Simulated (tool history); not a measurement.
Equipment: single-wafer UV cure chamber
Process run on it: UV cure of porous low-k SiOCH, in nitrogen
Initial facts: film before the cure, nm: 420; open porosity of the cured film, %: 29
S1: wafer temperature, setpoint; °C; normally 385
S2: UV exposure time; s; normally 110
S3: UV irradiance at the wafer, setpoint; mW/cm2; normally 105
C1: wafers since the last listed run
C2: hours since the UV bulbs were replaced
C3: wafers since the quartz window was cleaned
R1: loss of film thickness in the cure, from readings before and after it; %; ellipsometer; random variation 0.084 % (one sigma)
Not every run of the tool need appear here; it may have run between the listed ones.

run,hour,S1,S2,S3,C1,C2,C3,R1
1,0,385,110,123,0,2256.4,72,8.509
2,17.6,399,110,76,138,2274,211,6.708
3,24.8,399,110,76,56,2281.2,268,6.699
4,41.6,385,110,105,132,2298,400,7.759
5,48.8,385,110,105,56,2305.2,457,7.936
6,74.9,385,110,105,205,2331.3,662,7.924
7,91.5,394,110,105,130,2347.9,793,7.914
8,99.3,394,110,105,61,2355.7,854,7.872
# hour 116.7: quartz window cleaned
9,117.2,385,110,83,77,2373.6,4,6.756
10,122.9,385,110,83,44,2379.3,49,6.781
11,131.3,397,110,131,66,2387.7,115,8.899
12,144.3,397,110,131,102,2400.7,217,9.005
13,157.8,385,135,135,106,2414.2,324,9.789
14,169.1,385,110,105,89,2425.5,413,7.871
15,178.9,375,110,118,77,2435.3,490,8.058
# hour 210.3: UV bulbs replaced
16,211.9,385,140,75,196,1.6,687,6.12
# hour 231.6: quartz window cleaned
17,256,400,150,141,284,45.7,192,9.43
# hour 270: UV bulbs replaced, repeated, since the last time left the tool worse
18,270.5,385,45,122,51,0.5,243,5.97
19,277.7,385,150,118,56,7.7,300,11.017
20,294.9,385,95,88,135,24.9,435,7.671
21,303.5,399,55,72,67,33.5,503,4.866
22,316.2,370,135,117,100,46.2,603,10.069
23,328.9,403,110,105,100,58.9,703,9.343
24,346.2,385,110,105,136,76.2,839,9.068
25,352.3,385,110,105,48,82.3,887,8.921
26,366.5,385,110,105,111,96.5,999,9.084
# hour 377.7: quartz window cleaned
27,378.7,366,110,105,33,108.7,7,8.594

For each entry between runs, how does the tool's hidden state at the last listed run before it compare with that at the first listed run after it?
In the gap between runs 8 and 9: quartz window cleaned (hour 116.7)
  lamp output below its setpoint, %: 25.1 -> 25.5
  measured value less the no-hidden-state value, R1: -1.265 -> -1.249 %
In the gap between runs 15 and 16: UV bulbs replaced (hour 210.3)
  lamp output below its setpoint, %: 26.8 -> 45.5
  measured value less the no-hidden-state value, R1: -1.384 -> -2.586 %
In the gap between runs 16 and 17: quartz window cleaned (hour 231.6)
  both runs share identical hidden conditions
  measured value less the no-hidden-state value, R1: -2.586 -> -2.819 %
In the gap between runs 17 and 18: UV bulbs replaced, repeated, since the last time left the tool worse (hour 270)
  lamp output below its setpoint, %: 45.5 -> 0.579
  measured value less the no-hidden-state value, R1: -2.819 -> -0.023 %
In the gap between runs 26 and 27: quartz window cleaned (hour 377.7)
  lamp output below its setpoint, %: 0.619 -> 0.629
  measured value less the no-hidden-state value, R1: -0.028 -> -0.027 %
